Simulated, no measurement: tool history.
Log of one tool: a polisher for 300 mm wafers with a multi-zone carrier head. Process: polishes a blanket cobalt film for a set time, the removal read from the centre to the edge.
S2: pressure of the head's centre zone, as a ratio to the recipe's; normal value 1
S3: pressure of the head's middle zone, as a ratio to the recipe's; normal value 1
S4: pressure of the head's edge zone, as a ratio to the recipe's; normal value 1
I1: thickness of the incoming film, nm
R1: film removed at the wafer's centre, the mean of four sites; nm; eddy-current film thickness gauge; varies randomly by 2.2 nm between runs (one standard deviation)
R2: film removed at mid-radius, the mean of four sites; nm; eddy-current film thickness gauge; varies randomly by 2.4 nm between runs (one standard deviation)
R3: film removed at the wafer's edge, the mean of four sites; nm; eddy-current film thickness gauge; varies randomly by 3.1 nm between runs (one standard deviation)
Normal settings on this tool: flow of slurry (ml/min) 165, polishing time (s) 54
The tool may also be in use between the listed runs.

Run 1, day 0: usual settings but S4 0.91; I1 1092.8. Result: R1 232.8 nm, R2 235.2 nm, R3 222.6 nm.
Run 2, day 1.642: usual settings but S4 0.91; I1 1110.4. Result: R1 233.9 nm, R2 230.5 nm, R3 227.7 nm.
Run 3, day 3.617: usual settings; I1 1114. Result: R1 228.3 nm, R2 228.6 nm, R3 229.5 nm.
Run 4, day 5.392: usual settings; I1 1097.9. Result: R1 223.3 nm, R2 228.5 nm, R3 228.2 nm.
Run 5, day 6.417: usual settings; I1 1108.7. Result: R1 221.4 nm, R2 223.5 nm, R3 230 nm.
Run 6, day 7.658: usual settings; I1 1099.1. Result: R1 222.3 nm, R2 225 nm, R3 228.6 nm.
At day 9.483: edge zone pressure recalibrated.
Run 7, day 10.583: usual settings; I1 1111.6. Result: R1 216.1 nm, R2 217.6 nm, R3 216.9 nm.
At day 11.038: slurry nozzle cleaned.
Run 8, day 12.225: usual settings but S3 1.03, S4 1.09; I1 1092.6. Result: R1 233.1 nm, R2 235.9 nm, R3 238.7 nm.
At day 13.642: worn pad replaced by a new one.
Run 9, day 13.875: usual settings but flow of slurry (ml/min) 140, S2 0.97, S4 0.9, polishing time (s) 60; I1 1097.2. Result: R1 252.3 nm, R2 265.5 nm, R3 252.6 nm.
Run 10, day 15.604: usual settings but S2 1.03; I1 1084.9. Result: R1 246.6 nm, R2 241 nm, R3 239.6 nm.
Run 11, day 17.812: usual settings but S3 1.11, S4 0.95, polishing time (s) 63; I1 1101.6. Result: R1 280.3 nm, R2 303 nm, R3 267.9 nm.
At day 19.208: centre zone pressure recalibrated.
Run 12, day 20.333: usual settings but S2 1.03; I1 1118.3. Result: R1 234.1 nm, R2 231.5 nm, R3 230.5 nm.
Run 13, day 23.271: usual settings but flow of slurry (ml/min) 145, S2 0.96; I1 1103.6. Result: R1 207.5 nm, R2 215.3 nm, R3 221.1 nm.
Run 14, day 25.129: usual settings but S2 0.92, S4 1.07; I1 1105. Result: R1 201.8 nm, R2 222.1 nm, R3 230 nm.
At day 25.442: worn pad replaced by a new one.
Run 15, day 27.725: usual settings but S3 1.06, polishing time (s) 68; I1 1097. Result: R1 291.7 nm, R2 310 nm, R3 295.3 nm.
Run 16, day 29.992: usual settings but S2 1.1, S3 1.08, S4 0.91, polishing time (s) 38; I1 1105.1. Result: R1 176.1 nm, R2 170.2 nm, R3 156.1 nm.
At day 33.362: carrier head's membrane replaced by a new one.
At day 35.208: edge zone pressure recalibrated.
At day 36.633: slurry nozzle cleaned.
Run 17, day 38.738: usual settings but flow of slurry (ml/min) 135, S2 1.1, S3 0.9, polishing time (s) 49; I1 1075.3. Result: R1 213.1 nm, R2 181.5 nm, R3 194.4 nm.
At day 39.038: worn pad replaced by a new one.
Run 18, day 39.792: usual settings but S3 0.9, S4 1.06; I1 1104. Result: R1 246.1 nm, R2 222.5 nm, R3 254 nm.
Run 19, day 42.583: usual settings; I1 1110.5. Result: R1 238.2 nm, R2 239.3 nm, R3 240.8 nm.
Run 20, day 45.471: usual settings but flow of slurry (ml/min) 180, S2 1.05; I1 1110.9. Result: R1 249 nm, R2 232.3 nm, R3 236.7 nm.
At day 46.462: centre zone pressure recalibrated.
Run 21, day 48.133: usual settings but S2 1.1; I1 1101.1. Result: R1 253.1 nm, R2 225 nm, R3 228.6 nm.
Run 22, day 50.629: usual settings but S3 1.12; I1 1109.6. Result: R1 218.9 nm, R2 248.4 nm, R3 221.1 nm.
At day 51.025: worn pad replaced by a new one.
Run 23, day 51.875: usual settings; I1 1084.6. Result: R1 238.5 nm, R2 234.5 nm, R3 238.7 nm.

3 ways to go on from here, each from the tool as it stands after run 23. What would each give?
Run A, day 51.892: usual settings but flow of slurry (ml/min) 115; I1 1122. Result: R1 ?, R2 ?, R3 ?.
Run B, day 51.892: usual settings but S2 0.91, S4 0.96, polishing time (s) 43; I1 1122. Result: R1 ?, R2 ?, R3 ?.
Run C, day 51.892: usual settings but S3 0.94; I1 1122. Result: R1 ?, R2 ?, R3 ?.

run     R1     R2     R3
  A    208  213.9  218.6
  B  170.9  190.1  183.7
  C  235.9  226.5  235.5
With no hidden state in the tool, these same runs would have given:
run     R1     R2     R3
  A  231.6  234.9  233.3
  B  184.2  203.3  193.2
  C  254.4  242.2  247.6

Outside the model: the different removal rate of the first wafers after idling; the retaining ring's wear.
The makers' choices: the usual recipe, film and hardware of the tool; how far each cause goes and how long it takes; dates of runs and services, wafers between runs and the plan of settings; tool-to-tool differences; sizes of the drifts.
